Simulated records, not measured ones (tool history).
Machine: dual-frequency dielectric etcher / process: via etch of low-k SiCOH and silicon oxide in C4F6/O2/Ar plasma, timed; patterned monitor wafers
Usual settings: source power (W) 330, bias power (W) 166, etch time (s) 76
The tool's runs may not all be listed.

run     day  source power (W)  bias power (W)  etch time (s)  read-back reference wafer on the same gauge, depth_nm  mean etch depth across the wafer (Å)
  1       0               310             166             76                                                    179                                  1874
  2   1.958               330             166             76                                                  179.2                                  1946
      2.462  -- gauge calibrated
  3   4.371               390             166             76                                                  179.2                                  2142
  4   8.629               390             166             76                                                  178.9                                  2161
  5  12.125               270             140           82.5                                                  179.1                                  1797
  6  17.817               330             199           57.5                                                  178.7                                  1547
     19.596  -- wet clean of the chamber
     19.808  -- source power generator calibrated
  7  20.396               250             177             76                                                  178.8                                  1621
  8  24.792               410             166             76                                                  178.9                                  2166
  9  28.421               390             150             97                                                    179                                  2631
 10  30.308               380             166             65                                                    179                                  1780
 11  31.838               330             186             76                                                    179                                  1966
 12  34.496               330             166             58                                                  179.1                                  1468
 13  36.133               330             166             76                                                  179.1                                  1921
 14      38               330             140           54.5                                                  178.9                                  1308
 15  40.325               330             166             76                                                  179.1                                  1914
     45.292  -- upper electrode replaced
     48.083  -- wet clean of the chamber
 16  53.521               330             166             76                                                  178.8                                  1912
 17  56.775               370             166             76                                                    179                                  2054
 18  61.004               330             155             76                                                    179                                  1884
     61.583  -- bias power generator calibrated
 19  65.425               390             166           61.5                                                  179.1                                  1713
 20  69.725               310             131             64                                                  178.7                                  1471
 21  73.596               330             166             95                                                  179.2                                  2407
     77.779  -- wet clean of the chamber
 22    77.8               300             166             91                                                  179.1                                  2155
 23  78.667               330             193           85.5                                                    179                                  2249
 24  83.067               330             166             76                                                  179.1                                  1929
 25  85.425               330             166           61.5                                                  178.7                                  1557
 26  89.425               280             166             82                                                  178.9                                  1894
 27  91.304               260             202             87                                                  178.9                                  2016
 28  94.262               330             202           84.5                                                  178.8                                  2273

What if the next run were any one of these 5? Each begins from the tool's condition after run 28:
  A  94.279               330             166             76                                                      ?                                     ?
  B  94.279               330             191           89.5                                                      ?                                     ?
  C  94.279               330             143             76                                                      ?                                     ?
  D  94.279               410             147           64.5                                                      ?                                     ?
  E  94.279               400             187           83.5                                                      ?                                     ?

run  read-back reference wafer on the same gauge, depth_nm  mean etch depth across the wafer (Å)
  A                                                  178.8                                  1936
  B                                                  178.8                                  2368
  C                                                  178.8                                  1864
  D                                                  178.8                                  1797
  E                                                  178.8                                  2443
The same runs, with their run-to-run variation unchanged, on a tool lacking any hidden condition would have given:
run  mean etch depth across the wafer (Å)
  A                                  1920
  B                                  2349
  C                                  1848
  D                                  1782
  E                                  2423
